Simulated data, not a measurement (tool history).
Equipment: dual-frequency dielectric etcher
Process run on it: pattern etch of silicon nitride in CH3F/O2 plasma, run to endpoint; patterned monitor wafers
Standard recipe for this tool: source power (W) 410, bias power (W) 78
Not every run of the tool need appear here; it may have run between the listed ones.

run	day	source power (W)	bias power (W)	incoming incoming film thickness, nm	endpoint time (s)
1	0	410	78	105.7	105.2
2	0.362	410	78	105.8	104.7
3	0.808	410	66	106.5	115
4	1.15	410	78	106.3	105.8
5	1.446	410	78	104.7	104.3
6	2.025	410	78	104.1	104.7
7	2.35	410	63	105.3	118.4
8	3.883	410	63	105.7	120
9	4.325	410	63	106.9	122.6
10	4.888	410	78	105.6	106.8
11	5.612	410	78	106.3	107.5
12	6.033	410	78	105.9	106.7
# day 7.238: upper electrode replaced
13	8.046	410	72	105.5	113
14	8.617	410	72	106.5	112.5
15	9.062	410	72	106.7	114.1
# day 10.233: source power generator calibrated
# day 10.642: wet clean of the chamber
16	10.662	410	72	105	107.4
17	10.679	410	95	106.5	94
18	10.692	340	78	106	112.4
19	10.921	410	78	104.9	103.1
20	11.342	380	67	104.9	116.3
21	11.617	340	72	105.2	117.3
22	12.308	470	78	104.4	97.7
# day 12.721: bias power generator calibrated
23	12.742	410	78	105.7	105
24	13.104	410	91	106.3	95.3
25	13.733	350	88	106.3	104
26	14.233	500	94	104.5	86.7
27	14.721	440	86	106.2	97.4
28	15.175	480	63	106.5	113.6
29	15.738	380	85	104.3	100.8
30	16.229	480	63	104.6	111

Selected run-to-run steps in endpoint time (s), each split into two signed amounts: the part the tool would show with no hidden state at all (from settings, incoming material and random variation), and the remainder, which goes to the hidden state together with any gauge scatter not common to the measured and the hidden-state-free results:
Hidden state at play: etch rate over this chamber's usual, %; source power that arrives over what is set, %; bias power that arrives over what is set, %.
Run 7 -> 8: no setting changed, nothing entered. endpoint time (s) +1.6: hidden state +0.6, all else +1.
Run 12 -> 13: bias power (W) 78 -> 72, upper electrode replaced. endpoint time (s) +6.3: hidden state +0.9, all else +5.4.
Run 15 -> 16: source power generator calibrated, wet clean of the chamber. endpoint time (s) -6.7: hidden state -4.5, all else -2.2.
Run 17 -> 18: source power (W) 410 -> 340, bias power (W) 95 -> 78. endpoint time (s) +18.4: hidden state +0, all else +18.4.
Run 21 -> 22: source power (W) 340 -> 470, bias power (W) 72 -> 78. endpoint time (s) -19.6: hidden state +0.1, all else -19.7.
Run 25 -> 26: source power (W) 350 -> 500, bias power (W) 88 -> 94. endpoint time (s) -17.3: hidden state -0.1, all else -17.2.
